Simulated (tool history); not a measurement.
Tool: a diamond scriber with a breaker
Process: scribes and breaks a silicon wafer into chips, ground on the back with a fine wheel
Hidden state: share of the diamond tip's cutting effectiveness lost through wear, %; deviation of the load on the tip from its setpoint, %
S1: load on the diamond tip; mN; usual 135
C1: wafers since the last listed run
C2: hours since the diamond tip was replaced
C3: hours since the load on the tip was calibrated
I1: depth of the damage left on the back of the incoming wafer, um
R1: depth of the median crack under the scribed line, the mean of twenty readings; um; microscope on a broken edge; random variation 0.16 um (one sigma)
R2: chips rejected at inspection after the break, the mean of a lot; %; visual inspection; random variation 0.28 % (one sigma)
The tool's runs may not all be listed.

{"run": 1, "day": 0.0, "S1": 135, "C1": 0, "C2": 648.1, "C3": 142.7, "I1": 2.86, "R1": 9.04, "R2": 7.55}
{"run": 2, "day": 3.904, "S1": 135, "C1": 587, "C2": 741.8, "C3": 236.4, "I1": 2.19, "R1": 8.89, "R2": 7.52}
{"run": 3, "day": 8.267, "S1": 135, "C1": 655, "C2": 846.5, "C3": 341.1, "I1": 2.23, "R1": 8.59, "R2": 10.53}
{"run": 4, "day": 10.233, "S1": 135, "C1": 295, "C2": 893.7, "C3": 388.3, "I1": 2.91, "R1": 8.42, "R2": 17.13}
{"day": 10.371, "done": "diamond tip replaced by a new one"}
{"run": 5, "day": 13.492, "S1": 109, "C1": 477, "C2": 74.9, "C3": 466.5, "I1": 2.51, "R1": 7.74, "R2": 27.43}
{"run": 6, "day": 23.075, "S1": 148, "C1": 1440, "C2": 304.9, "C3": 696.5, "I1": 2.31, "R1": 9.8, "R2": 4.88}
{"run": 7, "day": 25.733, "S1": 151, "C1": 399, "C2": 368.7, "C3": 760.3, "I1": 2.16, "R1": 9.58, "R2": 4.24}
{"run": 8, "day": 27.429, "S1": 151, "C1": 254, "C2": 409.4, "C3": 801.0, "I1": 2.6, "R1": 9.35, "R2": 5.76}
{"day": 28.829, "done": "load on the tip recalibrated"}
{"run": 9, "day": 31.038, "S1": 135, "C1": 530, "C2": 496.0, "C3": 53.0, "I1": 1.83, "R1": 9.64, "R2": 3.72}
{"run": 10, "day": 34.208, "S1": 135, "C1": 476, "C2": 572.1, "C3": 129.1, "I1": 2.17, "R1": 9.48, "R2": 4.61}
{"run": 11, "day": 36.604, "S1": 135, "C1": 360, "C2": 629.6, "C3": 186.6, "I1": 2.39, "R1": 9.36, "R2": 6.29}
{"run": 12, "day": 39.933, "S1": 146, "C1": 500, "C2": 709.5, "C3": 266.5, "I1": 2.57, "R1": 9.63, "R2": 4.79}
{"run": 13, "day": 41.758, "S1": 104, "C1": 274, "C2": 753.3, "C3": 310.3, "I1": 1.61, "R1": 6.66, "R2": 37.98}
{"run": 14, "day": 44.25, "S1": 155, "C1": 374, "C2": 813.1, "C3": 370.1, "I1": 2.49, "R1": 9.92, "R2": 4.49}
{"day": 47.142, "done": "diamond tip replaced by a new one"}
{"run": 15, "day": 47.217, "S1": 110, "C1": 433, "C2": 1.8, "C3": 441.3, "I1": 2.94, "R1": 7.74, "R2": 25.63}
{"run": 16, "day": 48.933, "S1": 135, "C1": 258, "C2": 43.0, "C3": 482.5, "I1": 2.59, "R1": 9.6, "R2": 5.77}
{"run": 17, "day": 50.929, "S1": 103, "C1": 300, "C2": 90.9, "C3": 530.4, "I1": 2.06, "R1": 7.15, "R2": 33.83}
{"run": 18, "day": 55.271, "S1": 163, "C1": 652, "C2": 195.1, "C3": 634.6, "I1": 2.28, "R1": 10.99, "R2": 5.44}
{"day": 57.271, "done": "load on the tip recalibrated"}
{"run": 19, "day": 57.696, "S1": 146, "C1": 352, "C2": 253.3, "C3": 10.2, "I1": 2.82, "R1": 10.71, "R2": 5.05}
{"run": 20, "day": 60.675, "S1": 98, "C1": 447, "C2": 324.8, "C3": 81.7, "I1": 1.85, "R1": 7.2, "R2": 30.99}

What the log doesn't show, run by run:
H1: share of the diamond tip's cutting effectiveness lost through wear, %
H2: deviation of the load on the tip from its setpoint, %
run=1 H1=12.2 H2=0.052
run=2 H1=15.3 H2=-0.705
run=3 H1=19.2 H2=-1.99
run=4 H1=21.2 H2=-2.73
run=5 H1=1.57 H2=-4.15
run=6 H1=3.64 H2=-9.85
run=7 H1=4.66 H2=-11.8
run=8 H1=5.41 H2=-13.2
run=9 H1=7.27 H2=0.179
run=10 H1=9.19 H2=-0.116
run=11 H1=10.8 H2=-0.503
run=12 H1=13.4 H2=-1.27
run=13 H1=14.9 H2=-1.81
run=14 H1=17.1 H2=-2.68
run=15 H1=0.678 H2=-3.91
run=16 H1=0.722 H2=-4.72
run=17 H1=0.874 H2=-5.76
run=18 H1=1.58 H2=-8.34
run=19 H1=2.2 H2=1.15
run=20 H1=3.18 H2=1.01
